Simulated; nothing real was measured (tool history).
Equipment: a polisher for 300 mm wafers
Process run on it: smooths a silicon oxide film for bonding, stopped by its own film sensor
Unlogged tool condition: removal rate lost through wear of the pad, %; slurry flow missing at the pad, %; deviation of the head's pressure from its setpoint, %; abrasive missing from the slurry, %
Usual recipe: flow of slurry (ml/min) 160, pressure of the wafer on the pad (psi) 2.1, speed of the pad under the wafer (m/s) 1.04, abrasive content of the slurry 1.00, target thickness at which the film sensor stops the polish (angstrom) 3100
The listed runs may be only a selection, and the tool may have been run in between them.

| run | day | flow of slurry (ml/min) | pressure of the wafer on the pad (psi) | speed of the pad under the wafer (m/s) | abrasive content of the slurry | target thickness at which the film sensor stops the polish (angstrom) | wafers since the last listed run | wafers polished on this pad | hours since the slurry nozzle was cleaned | hours since the head pressure was calibrated | hours since the slurry blender was calibrated | incoming thickness of the incoming film, nm | time until the film sensor stopped the polish (s) |
|---|---|---|---|---|---|---|---|---|---|---|---|---|---|
| 1 | 0.000 | 160 | 2.1 | 1.22 | 1.00 | 3230 | 0 | 416 | 92.6 | 1390.4 | 66.2 | 371.8 | 62.1 |
| 2 | 0.604 | 160 | 2.1 | 1.04 | 1.00 | 3100 | 86 | 502 | 107.1 | 1404.9 | 80.7 | 374.7 | 92.6 |
| 3 | 0.933 | 160 | 2.1 | 1.04 | 1.00 | 3100 | 46 | 549 | 115.0 | 1412.8 | 88.6 | 365.5 | 77.1 |
| 4 | 1.629 | 160 | 2.1 | 1.04 | 1.00 | 3100 | 99 | 648 | 131.7 | 1429.5 | 105.3 | 368.2 | 84.3 |
| 5 | 2.300 | 160 | 2.1 | 1.04 | 1.00 | 3100 | 95 | 744 | 147.8 | 1445.6 | 121.4 | 367.0 | 82.6 |
| 6 | 2.992 | 160 | 2.1 | 1.04 | 1.00 | 3100 | 98 | 843 | 164.4 | 1462.2 | 138.0 | 362.9 | 77.4 |
| 7 | 3.617 | 160 | 2.1 | 1.04 | 1.00 | 3100 | 89 | 932 | 179.4 | 1477.2 | 153.0 | 369.8 | 86.1 |
| 8 | 4.233 | 160 | 2.1 | 0.78 | 0.95 | 3100 | 88 | 1020 | 194.2 | 1492.0 | 167.8 | 370.4 | 114.2 |
| 9 | 4.929 | 160 | 2.1 | 0.78 | 0.95 | 3100 | 99 | 1119 | 210.9 | 1508.7 | 184.5 | 368.0 | 109.4 |
|  | 5.129 | slurry blender recalibrated |
| 10 | 5.588 | 160 | 2.1 | 0.78 | 0.95 | 3100 | 82 | 1201 | 226.7 | 1524.5 | 11.0 | 365.0 | 104.6 |
|  | 6.000 | worn pad replaced by a new one |
| 11 | 6.021 | 160 | 2.1 | 1.04 | 1.00 | 3100 | 38 | 2 | 237.1 | 1534.9 | 21.4 | 367.6 | 86.7 |
| 12 | 6.617 | 160 | 2.1 | 1.04 | 1.00 | 3100 | 85 | 87 | 251.4 | 1549.2 | 35.7 | 363.3 | 79.0 |
| 13 | 7.288 | 160 | 2.1 | 1.04 | 1.00 | 3100 | 95 | 183 | 267.5 | 1565.3 | 51.8 | 370.5 | 88.9 |
| 14 | 7.538 | 160 | 2.1 | 1.04 | 1.00 | 3100 | 35 | 219 | 273.5 | 1571.3 | 57.8 | 371.4 | 91.6 |
| 15 | 8.100 | 160 | 2.1 | 1.04 | 1.00 | 3100 | 80 | 299 | 287.0 | 1584.8 | 71.3 | 364.4 | 81.2 |
| 16 | 8.608 | 160 | 2.1 | 1.04 | 1.00 | 3100 | 72 | 372 | 299.2 | 1597.0 | 83.5 | 371.2 | 94.3 |
| 17 | 9.296 | 205 | 2.1 | 1.04 | 1.20 | 3100 | 98 | 470 | 315.7 | 1613.5 | 100.0 | 373.0 | 84.7 |
|  | 9.829 | head pressure recalibrated |
| 18 | 9.850 | 160 | 2.1 | 1.28 | 0.80 | 2990 | 67 | 537 | 329.0 | 0.5 | 113.3 | 371.5 | 98.6 |
| 19 | 10.279 | 160 | 2.4 | 1.04 | 1.00 | 3100 | 61 | 598 | 339.3 | 10.8 | 123.6 | 372.8 | 84.6 |
| 20 | 10.650 | 160 | 2.6 | 0.92 | 0.80 | 2980 | 52 | 651 | 348.2 | 19.7 | 132.5 | 371.8 | 110.9 |
| 21 | 11.012 | 135 | 1.7 | 0.90 | 1.00 | 3100 | 51 | 703 | 356.9 | 28.4 | 141.2 | 370.0 | 130.4 |
| 22 | 11.671 | 160 | 2.1 | 1.28 | 0.80 | 3100 | 93 | 797 | 372.7 | 44.2 | 157.0 | 367.9 | 81.0 |
|  | 12.996 | slurry blender recalibrated |
|  | 13.400 | slurry nozzle cleaned |
| 23 | 13.767 | 160 | 2.1 | 1.04 | 1.00 | 3100 | 281 | 1078 | 8.8 | 94.5 | 18.5 | 375.9 | 91.0 |
| 24 | 14.192 | 160 | 2.3 | 1.04 | 1.20 | 3100 | 60 | 1139 | 19.0 | 104.7 | 28.7 | 372.5 | 74.8 |
| 25 | 14.933 | 200 | 1.9 | 0.94 | 1.00 | 3100 | 105 | 1245 | 36.8 | 122.5 | 46.5 | 369.9 | 96.0 |
|  | 15.300 | worn pad replaced by a new one |
| 26 | 15.467 | 160 | 2.1 | 0.88 | 1.00 | 2910 | 52 | 23 | 49.6 | 135.3 | 59.3 | 366.8 | 123.5 |
| 27 | 16.192 | 160 | 2.1 | 1.04 | 1.00 | 3100 | 103 | 127 | 67.0 | 152.7 | 76.7 | 371.5 | 87.6 |
| 28 | 16.646 | 160 | 2.1 | 1.04 | 1.00 | 3100 | 64 | 192 | 77.9 | 163.6 | 87.6 | 370.5 | 84.7 |
| 29 | 17.179 | 215 | 2.1 | 1.04 | 1.00 | 3100 | 76 | 268 | 90.7 | 176.4 | 100.4 | 373.4 | 86.5 |

What the log doesn't show, run by run:
removal rate lost through wear of the pad, %: 0 at every run
deviation of the head's pressure from its setpoint, %: 0 at every run
abrasive missing from the slurry, %: 0 at every run
H1: slurry flow missing at the pad, %
| run | H1 |
|---|---|
| 1 | 21.8 |
| 2 | 23.9 |
| 3 | 24.9 |
| 4 | 27 |
| 5 | 28.7 |
| 6 | 30.4 |
| 7 | 31.7 |
| 8 | 32.9 |
| 9 | 34.1 |
| 10 | 35.2 |
| 11 | 35.8 |
| 12 | 36.6 |
| 13 | 37.4 |
| 14 | 37.7 |
| 15 | 38.3 |
| 16 | 38.7 |
| 17 | 39.3 |
| 18 | 39.8 |
| 19 | 40.1 |
| 20 | 40.3 |
| 21 | 40.6 |
| 22 | 41 |
| 23 | 6.25 |
| 24 | 8.86 |
| 25 | 13 |
| 26 | 15.7 |
| 27 | 19 |
| 28 | 20.9 |
| 29 | 22.9 |
